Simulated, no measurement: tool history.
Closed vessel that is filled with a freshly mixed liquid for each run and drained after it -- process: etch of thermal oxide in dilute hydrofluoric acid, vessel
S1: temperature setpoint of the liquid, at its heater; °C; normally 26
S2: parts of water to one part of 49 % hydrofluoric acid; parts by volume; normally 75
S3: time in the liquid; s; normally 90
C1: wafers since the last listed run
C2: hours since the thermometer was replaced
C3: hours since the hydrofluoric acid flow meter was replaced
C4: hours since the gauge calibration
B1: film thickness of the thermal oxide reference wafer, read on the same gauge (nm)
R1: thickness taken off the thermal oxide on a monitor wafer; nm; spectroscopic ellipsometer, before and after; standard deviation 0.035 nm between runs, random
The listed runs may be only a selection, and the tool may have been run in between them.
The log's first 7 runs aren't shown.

At day 8.688: thermometer replaced.
Run 8, day 8.767: usual settings; C1 7656; C2 1.9; C3 916.6; C4 787.2; B1 60.01. Result: R1 6.37 nm.
Run 9, day 9.767: usual settings; C1 3252; C2 25.9; C3 940.6; C4 811.2; B1 60.01. Result: R1 6.4 nm.
Run 10, day 10.342: usual settings; C1 1869; C2 39.7; C3 954.4; C4 825; B1 60.02. Result: R1 6.42 nm.
Run 11, day 11.667: usual settings; C1 4309; C2 71.5; C3 986.2; C4 856.8; B1 60.01. Result: R1 6.42 nm.
Run 12, day 13.021: usual settings; C1 4403; C2 104; C3 1018.7; C4 889.3; B1 60.02. Result: R1 6.39 nm.
Run 13, day 14.071: usual settings but S3 65 s; C1 3414; C2 129.2; C3 1043.9; C4 914.5; B1 59.96. Result: R1 4.67 nm.
Run 14, day 15.296: usual settings; C1 3983; C2 158.6; C3 1073.3; C4 943.9; B1 60.01. Result: R1 6.48 nm.
Run 15, day 16.088: usual settings but S3 70 s; C1 2574; C2 177.6; C3 1092.3; C4 962.9; B1 59.97. Result: R1 5.04 nm.
Run 16, day 17.179: usual settings but S1 27.5 °C, S2 65 parts by volume, S3 75 s; C1 3550; C2 203.8; C3 1118.5; C4 989.1; B1 60. Result: R1 6.69 nm.
Run 17, day 18.442: usual settings but S1 28 °C, S2 55 parts by volume, S3 130 s; C1 4105; C2 234.1; C3 1148.8; C4 1019.4; B1 60.03. Result: R1 14.17 nm.
Run 18, day 19.767: usual settings; C1 4309; C2 265.9; C3 1180.6; C4 1051.2; B1 59.98. Result: R1 6.44 nm.
Run 19, day 20.671: usual settings but S2 95 parts by volume, S3 60 s; C1 2940; C2 287.6; C3 1202.3; C4 1072.9; B1 60.04. Result: R1 3.37 nm.
Run 20, day 21.642: usual settings but S1 30.5 °C, S2 55 parts by volume, S3 65 s; C1 3157; C2 310.9; C3 1225.6; C4 1096.2; B1 60. Result: R1 7.88 nm.
Run 21, day 23.992: usual settings but S1 27.5 °C, S2 95 parts by volume, S3 120 s; C1 7642; C2 367.3; C3 1282; C4 1152.6; B1 60. Result: R1 7.08 nm.
Run 22, day 24.842: usual settings but S1 28 °C, S2 95 parts by volume, S3 115 s; C1 2764; C2 387.7; C3 1302.4; C4 1173; B1 59.98. Result: R1 6.9 nm.
At day 25.575: hydrofluoric acid flow meter replaced.
Run 23, day 25.838: usual settings but S1 28.5 °C, S2 35 parts by volume, S3 75 s; C1 3103; C2 411.6; C3 6.3; C4 1196.9; B1 60. Result: R1 13.09 nm.
At day 25.921: gauge calibrated.
Run 24, day 26.967: usual settings but S1 28 °C, S3 135 s; C1 3672; C2 438.7; C3 33.4; C4 25.1; B1 60.02. Result: R1 10.23 nm.
Run 25, day 27.679: usual settings but S1 28 °C, S2 90 parts by volume, S3 40 s; C1 2317; C2 455.8; C3 50.5; C4 42.2; B1 59.97. Result: R1 2.46 nm.
Run 26, day 28.35: usual settings but S3 60 s; C1 2181; C2 471.9; C3 66.6; C4 58.3; B1 60. Result: R1 4.24 nm.
Run 27, day 29.279: usual settings but S1 27.5 °C, S2 65 parts by volume, S3 75 s; C1 3021; C2 494.2; C3 88.9; C4 80.6; B1 59.98. Result: R1 6.54 nm.
Run 28, day 30.329: usual settings; C1 3414; C2 519.4; C3 114.1; C4 105.8; B1 60.03. Result: R1 6.32 nm.

Run 29 comes next. What will it give?
Run 29, day 31.579: usual settings but S1 23.5 °C, S2 90 parts by volume, S3 145 s; C1 4065; C2 549.4; C3 144.1; C4 135.8; B1 ?. Result: R1 ?.

{"run 29": {"B1": 60.04, "R1": 7.57}}
The same run, on a tool lacking any hidden state, would have yielded R1 7.22 nm.
